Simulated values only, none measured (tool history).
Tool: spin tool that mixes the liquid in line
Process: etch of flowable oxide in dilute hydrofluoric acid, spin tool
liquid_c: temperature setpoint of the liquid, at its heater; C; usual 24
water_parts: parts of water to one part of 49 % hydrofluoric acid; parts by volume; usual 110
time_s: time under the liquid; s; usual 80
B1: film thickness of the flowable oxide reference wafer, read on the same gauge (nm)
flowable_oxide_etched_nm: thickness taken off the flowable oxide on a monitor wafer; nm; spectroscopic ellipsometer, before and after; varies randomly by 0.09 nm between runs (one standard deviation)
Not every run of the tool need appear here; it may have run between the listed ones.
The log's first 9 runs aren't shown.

-- hour=620 hydrofluoric acid flow meter replaced
run 10 hour=686.2 | liquid_c=24 water_parts=110 time_s=80 | B1=139.98 | flowable_oxide_etched_nm=24.69
run 11 hour=749.6 | liquid_c=24 water_parts=110 time_s=80 | B1=140 | flowable_oxide_etched_nm=24.63
run 12 hour=934.4 | liquid_c=28.5 water_parts=140 time_s=35 | B1=139.99 | flowable_oxide_etched_nm=9.64
run 13 hour=1036 | liquid_c=27 water_parts=140 time_s=130 | B1=140.03 | flowable_oxide_etched_nm=33.31
run 14 hour=1137 | liquid_c=24 water_parts=160 time_s=105 | B1=139.96 | flowable_oxide_etched_nm=20.43
-- hour=1236.6 thermometer replaced
run 15 hour=1279.5 | liquid_c=24 water_parts=80 time_s=80 | B1=139.98 | flowable_oxide_etched_nm=34.07
run 16 hour=1350.2 | liquid_c=24 water_parts=110 time_s=80 | B1=140.03 | flowable_oxide_etched_nm=24.12
run 17 hour=1429.5 | liquid_c=24 water_parts=80 time_s=35 | B1=140.01 | flowable_oxide_etched_nm=14.87
run 18 hour=1495.1 | liquid_c=24 water_parts=110 time_s=115 | B1=139.98 | flowable_oxide_etched_nm=34.11
-- hour=1563.6 hydrofluoric acid flow meter replaced
run 19 hour=1634.4 | liquid_c=24 water_parts=110 time_s=80 | B1=140.03 | flowable_oxide_etched_nm=24.54
run 20 hour=1727 | liquid_c=24 water_parts=110 time_s=80 | B1=140.03 | flowable_oxide_etched_nm=24.41
run 21 hour=1831.7 | liquid_c=24 water_parts=110 time_s=80 | B1=140 | flowable_oxide_etched_nm=24.3
run 22 hour=1871.1 | liquid_c=27.5 water_parts=135 time_s=130 | B1=140.03 | flowable_oxide_etched_nm=35.84
run 23 hour=1969 | liquid_c=24 water_parts=110 time_s=80 | B1=139.99 | flowable_oxide_etched_nm=24.33
-- hour=2197.7 gauge calibrated
run 24 hour=2225 | liquid_c=26.5 water_parts=90 time_s=80 | B1=140.01 | flowable_oxide_etched_nm=33.29
run 25 hour=2320 | liquid_c=26.5 water_parts=110 time_s=60 | B1=140.02 | flowable_oxide_etched_nm=19.8
run 26 hour=2400.6 | liquid_c=24 water_parts=110 time_s=120 | B1=140.01 | flowable_oxide_etched_nm=35.86
run 27 hour=2473.8 | liquid_c=21 water_parts=60 time_s=55 | B1=139.99 | flowable_oxide_etched_nm=28.2
-- hour=2538.4 hydrofluoric acid flow meter replaced
run 28 hour=2581.5 | liquid_c=22.5 water_parts=130 time_s=115 | B1=139.99 | flowable_oxide_etched_nm=27.64
run 29 hour=2627.2 | liquid_c=25.5 water_parts=165 time_s=65 | B1=139.98 | flowable_oxide_etched_nm=13.28
run 30 hour=2728.1 | liquid_c=24 water_parts=110 time_s=80 | B1=140.04 | flowable_oxide_etched_nm=24.44
run 31 hour=2806.6 | liquid_c=24 water_parts=110 time_s=80 | B1=140.03 | flowable_oxide_etched_nm=24.5
run 32 hour=2850 | liquid_c=24 water_parts=110 time_s=80 | B1=140.01 | flowable_oxide_etched_nm=24.34
run 33 hour=3030.3 | liquid_c=19.5 water_parts=110 time_s=105 | B1=140 | flowable_oxide_etched_nm=26.59
run 34 hour=3130.2 | liquid_c=24 water_parts=110 time_s=50 | B1=140.02 | flowable_oxide_etched_nm=14.96

Alternative continuations, all from the tool just after run 34; predict every row:
run A hour=3130.6 | liquid_c=24 water_parts=110 time_s=80 | B1=? | flowable_oxide_etched_nm=?
run B hour=3130.6 | liquid_c=22.5 water_parts=75 time_s=80 | B1=? | flowable_oxide_etched_nm=?
run C hour=3130.6 | liquid_c=20.5 water_parts=80 time_s=125 | B1=? | flowable_oxide_etched_nm=?

run=A B1=139.97 flowable_oxide_etched_nm=23.99
run=B B1=139.97 flowable_oxide_etched_nm=34.61
run=C B1=139.97 flowable_oxide_etched_nm=46.41
Without the tool's unlogged condition, the same runs would have read:
run=A flowable_oxide_etched_nm=24.6
run=B flowable_oxide_etched_nm=35.46
run=C flowable_oxide_etched_nm=47.55

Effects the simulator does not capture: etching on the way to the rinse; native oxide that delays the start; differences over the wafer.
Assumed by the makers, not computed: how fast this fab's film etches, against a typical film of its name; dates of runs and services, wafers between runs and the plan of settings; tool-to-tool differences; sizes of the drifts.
